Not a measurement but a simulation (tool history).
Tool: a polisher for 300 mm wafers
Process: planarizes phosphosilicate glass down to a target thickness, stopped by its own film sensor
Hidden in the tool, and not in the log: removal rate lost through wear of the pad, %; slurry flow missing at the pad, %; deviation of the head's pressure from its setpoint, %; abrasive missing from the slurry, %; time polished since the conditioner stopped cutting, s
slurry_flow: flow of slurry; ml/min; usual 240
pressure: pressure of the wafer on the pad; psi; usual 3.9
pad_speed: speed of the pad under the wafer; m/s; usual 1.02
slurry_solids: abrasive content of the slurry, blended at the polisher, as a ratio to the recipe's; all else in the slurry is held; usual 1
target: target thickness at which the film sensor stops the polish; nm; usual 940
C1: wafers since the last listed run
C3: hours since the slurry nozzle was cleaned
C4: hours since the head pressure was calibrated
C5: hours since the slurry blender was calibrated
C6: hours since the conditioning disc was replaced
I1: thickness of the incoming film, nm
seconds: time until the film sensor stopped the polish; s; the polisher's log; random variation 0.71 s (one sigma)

{"run": 1, "day": 0.0, "slurry_flow": 240, "pressure": 3.9, "pad_speed": 1.02, "slurry_solids": 1, "target": 940, "C1": 0, "wafers polished on this pad": 338, "C3": 135.2, "C4": 840.2, "C5": 349.5, "C6": 219.4, "I1": 1794.6, "seconds": 80.6}
{"run": 2, "day": 0.362, "slurry_flow": 190, "pressure": 3.9, "pad_speed": 1.02, "slurry_solids": 0.9, "target": 940, "C1": 109, "wafers polished on this pad": 447, "C3": 143.9, "C4": 848.9, "C5": 358.2, "C6": 228.1, "I1": 1770.4, "seconds": 83.8}
{"run": 3, "day": 0.788, "slurry_flow": 190, "pressure": 3.9, "pad_speed": 1.02, "slurry_solids": 0.9, "target": 940, "C1": 128, "wafers polished on this pad": 576, "C3": 154.1, "C4": 859.1, "C5": 368.4, "C6": 238.3, "I1": 1819.4, "seconds": 88.5}
{"run": 4, "day": 1.129, "slurry_flow": 220, "pressure": 3.9, "pad_speed": 1.02, "slurry_solids": 1, "target": 940, "C1": 103, "wafers polished on this pad": 679, "C3": 162.3, "C4": 867.3, "C5": 376.6, "C6": 246.5, "I1": 1784.7, "seconds": 81.1}
{"run": 5, "day": 1.475, "slurry_flow": 220, "pressure": 3.9, "pad_speed": 1.02, "slurry_solids": 1, "target": 940, "C1": 104, "wafers polished on this pad": 784, "C3": 170.6, "C4": 875.6, "C5": 384.9, "C6": 254.8, "I1": 1775.8, "seconds": 79.6}
{"run": 6, "day": 1.979, "slurry_flow": 240, "pressure": 3.9, "pad_speed": 1.02, "slurry_solids": 1, "target": 940, "C1": 152, "wafers polished on this pad": 936, "C3": 182.7, "C4": 887.7, "C5": 397, "C6": 266.9, "I1": 1792.3, "seconds": 80.3}
{"run": 7, "day": 2.262, "slurry_flow": 240, "pressure": 3.9, "pad_speed": 1.02, "slurry_solids": 1, "target": 940, "C1": 85, "wafers polished on this pad": 1022, "C3": 189.5, "C4": 894.5, "C5": 403.8, "C6": 273.7, "I1": 1788.6, "seconds": 80.8}
{"run": 8, "day": 2.7, "slurry_flow": 240, "pressure": 3.9, "pad_speed": 1.02, "slurry_solids": 1, "target": 940, "C1": 132, "wafers polished on this pad": 1154, "C3": 200, "C4": 905, "C5": 414.3, "C6": 284.2, "I1": 1776.3, "seconds": 79.9}
{"day": 3.046, "done": "slurry nozzle cleaned"}
{"run": 9, "day": 3.138, "slurry_flow": 275, "pressure": 3.9, "pad_speed": 1.16, "slurry_solids": 0.8, "target": 838, "C1": 119, "wafers polished on this pad": 1274, "C3": 2.2, "C4": 915.5, "C5": 424.8, "C6": 294.7, "I1": 1755.7, "seconds": 87.8}
{"day": 3.546, "done": "conditioning disc replaced and pad reconditioned"}
{"run": 10, "day": 3.75, "slurry_flow": 265, "pressure": 3.2, "pad_speed": 1.12, "slurry_solids": 0.7, "target": 940, "C1": 159, "wafers polished on this pad": 1434, "C3": 16.9, "C4": 930.2, "C5": 439.5, "C6": 4.9, "I1": 1823.8, "seconds": 113.9}
{"day": 4.417, "done": "worn pad replaced by a new one"}
{"run": 11, "day": 4.479, "slurry_flow": 240, "pressure": 3.9, "pad_speed": 1.02, "slurry_solids": 1, "target": 940, "C1": 170, "wafers polished on this pad": 18, "C3": 34.4, "C4": 947.7, "C5": 457, "C6": 22.4, "I1": 1763.7, "seconds": 77.7}
{"run": 12, "day": 5.058, "slurry_flow": 200, "pressure": 3.2, "pad_speed": 1.02, "slurry_solids": 1, "target": 940, "C1": 175, "wafers polished on this pad": 193, "C3": 48.3, "C4": 961.6, "C5": 470.9, "C6": 36.3, "I1": 1803.2, "seconds": 100.5}
{"run": 13, "day": 5.658, "slurry_flow": 240, "pressure": 5.2, "pad_speed": 1.02, "slurry_solids": 0.8, "target": 940, "C1": 181, "wafers polished on this pad": 375, "C3": 62.7, "C4": 976, "C5": 485.3, "C6": 50.7, "I1": 1799, "seconds": 69}
{"day": 5.771, "done": "head pressure recalibrated"}
{"day": 5.812, "done": "slurry blender recalibrated"}
{"run": 14, "day": 6.358, "slurry_flow": 240, "pressure": 3.9, "pad_speed": 1.2, "slurry_solids": 1.25, "target": 940, "C1": 173, "wafers polished on this pad": 548, "C3": 79.5, "C4": 14.1, "C5": 13.1, "C6": 67.5, "I1": 1761.7, "seconds": 61.3}
{"run": 15, "day": 6.85, "slurry_flow": 240, "pressure": 3.9, "pad_speed": 1.02, "slurry_solids": 1, "target": 940, "C1": 148, "wafers polished on this pad": 696, "C3": 91.3, "C4": 25.9, "C5": 24.9, "C6": 79.3, "I1": 1795.4, "seconds": 81}
{"run": 16, "day": 7.546, "slurry_flow": 240, "pressure": 3.3, "pad_speed": 0.72, "slurry_solids": 1, "target": 1195, "C1": 210, "wafers polished on this pad": 907, "C3": 108, "C4": 42.6, "C5": 41.6, "C6": 96, "I1": 1796.2, "seconds": 89.1}

What the log doesn't show, run by run:
removal rate lost through wear of the pad, %: 0 in every run
slurry flow missing at the pad, %: 0 in every run
deviation of the head's pressure from its setpoint, %: 0 in every run
abrasive missing from the slurry, %: 0 in every run
time polished since the conditioner stopped cutting, s: 0 in every run
